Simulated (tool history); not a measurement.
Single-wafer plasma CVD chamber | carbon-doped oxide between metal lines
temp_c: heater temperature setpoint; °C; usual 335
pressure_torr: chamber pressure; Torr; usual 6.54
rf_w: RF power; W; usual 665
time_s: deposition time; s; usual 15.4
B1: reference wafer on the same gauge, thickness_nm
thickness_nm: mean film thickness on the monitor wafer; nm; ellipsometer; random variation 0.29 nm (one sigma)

run 1 day=0.000 | temp_c=335 pressure_torr=6.54 rf_w=665 time_s=15.4 | B1=102.976 | thickness_nm=95.761
run 2 day=0.683 | temp_c=335 pressure_torr=6.54 rf_w=665 time_s=15.4 | B1=102.928 | thickness_nm=95.770
run 3 day=1.258 | temp_c=335 pressure_torr=6.54 rf_w=705 time_s=15.4 | B1=102.977 | thickness_nm=100.721
run 4 day=1.762 | temp_c=335 pressure_torr=6.54 rf_w=705 time_s=15.4 | B1=102.916 | thickness_nm=101.037
run 5 day=2.271 | temp_c=335 pressure_torr=6.54 rf_w=705 time_s=15.4 | B1=103.122 | thickness_nm=100.993
-- day=2.696 thermocouple changed; heater temperature recalibrated
run 6 day=2.717 | temp_c=335 pressure_torr=7.77 rf_w=665 time_s=15.4 | B1=102.926 | thickness_nm=96.702
run 7 day=2.829 | temp_c=335 pressure_torr=6.54 rf_w=665 time_s=15.4 | B1=102.977 | thickness_nm=95.391
run 8 day=3.304 | temp_c=335 pressure_torr=6.54 rf_w=665 time_s=15.4 | B1=102.960 | thickness_nm=95.716
run 9 day=3.608 | temp_c=335 pressure_torr=6.54 rf_w=665 time_s=15.4 | B1=102.898 | thickness_nm=95.618
run 10 day=4.100 | temp_c=335 pressure_torr=7.27 rf_w=665 time_s=15.4 | B1=103.057 | thickness_nm=95.898
run 11 day=4.733 | temp_c=335 pressure_torr=7.27 rf_w=665 time_s=15.4 | B1=103.028 | thickness_nm=96.023
-- day=5.517 RF generator calibrated
run 12 day=5.538 | temp_c=326 pressure_torr=6.54 rf_w=665 time_s=13.0 | B1=103.081 | thickness_nm=90.623
run 13 day=5.642 | temp_c=335 pressure_torr=6.54 rf_w=665 time_s=12.4 | B1=103.200 | thickness_nm=83.780
run 14 day=5.900 | temp_c=335 pressure_torr=6.00 rf_w=665 time_s=16.4 | B1=102.927 | thickness_nm=109.280
run 15 day=6.483 | temp_c=335 pressure_torr=6.54 rf_w=665 time_s=15.4 | B1=103.081 | thickness_nm=102.982
-- day=6.867 gauge calibrated
-- day=7.021 showerhead replaced
run 16 day=7.042 | temp_c=335 pressure_torr=6.54 rf_w=665 time_s=16.5 | B1=102.908 | thickness_nm=110.279
run 17 day=7.246 | temp_c=335 pressure_torr=6.54 rf_w=665 time_s=15.4 | B1=102.992 | thickness_nm=103.139
run 18 day=7.775 | temp_c=335 pressure_torr=6.54 rf_w=665 time_s=15.4 | B1=102.909 | thickness_nm=102.610
-- day=8.262 capacitance manometer re-zeroed and calibrated
run 19 day=8.496 | temp_c=325 pressure_torr=7.92 rf_w=710 time_s=15.4 | B1=102.984 | thickness_nm=113.163
run 20 day=9.162 | temp_c=335 pressure_torr=6.06 rf_w=665 time_s=15.4 | B1=102.953 | thickness_nm=101.731
run 21 day=9.554 | temp_c=335 pressure_torr=6.54 rf_w=600 time_s=17.7 | B1=102.902 | thickness_nm=105.161
run 22 day=10.288 | temp_c=348 pressure_torr=8.07 rf_w=725 time_s=17.9 | B1=102.978 | thickness_nm=125.011
run 23 day=12.450 | temp_c=335 pressure_torr=6.54 rf_w=665 time_s=15.4 | B1=102.869 | thickness_nm=100.628
run 24 day=12.821 | temp_c=324 pressure_torr=5.05 rf_w=665 time_s=15.4 | B1=103.090 | thickness_nm=101.916
run 25 day=13.283 | temp_c=335 pressure_torr=7.74 rf_w=665 time_s=18.3 | B1=102.906 | thickness_nm=119.346
run 26 day=13.717 | temp_c=335 pressure_torr=6.54 rf_w=665 time_s=15.4 | B1=102.843 | thickness_nm=100.542
run 27 day=14.458 | temp_c=335 pressure_torr=6.54 rf_w=665 time_s=15.4 | B1=102.905 | thickness_nm=100.128
run 28 day=15.062 | temp_c=335 pressure_torr=6.54 rf_w=665 time_s=15.4 | B1=103.129 | thickness_nm=99.548

5 ways to go on from here, each from the tool as it stands after run 28. What would each give?
run A day=15.079 | temp_c=335 pressure_torr=6.54 rf_w=665 time_s=15.4 | B1=? | thickness_nm=?
run B day=15.079 | temp_c=335 pressure_torr=6.54 rf_w=665 time_s=14.4 | B1=? | thickness_nm=?
run C day=15.079 | temp_c=322 pressure_torr=6.54 rf_w=585 time_s=15.4 | B1=? | thickness_nm=?
run D day=15.079 | temp_c=320 pressure_torr=6.54 rf_w=665 time_s=15.4 | B1=? | thickness_nm=?
run E day=15.079 | temp_c=341 pressure_torr=6.54 rf_w=610 time_s=15.4 | B1=? | thickness_nm=?

run=A B1=103.037 thickness_nm=99.264
run=B B1=103.037 thickness_nm=92.925
run=C B1=103.037 thickness_nm=90.401
run=D B1=103.037 thickness_nm=104.005
run=E B1=103.037 thickness_nm=89.346
Without the tool's hidden state the same runs would have given:
run=A thickness_nm=103.224
run=B thickness_nm=96.632
run=C thickness_nm=94.139
run=D thickness_nm=108.155
run=E thickness_nm=92.965
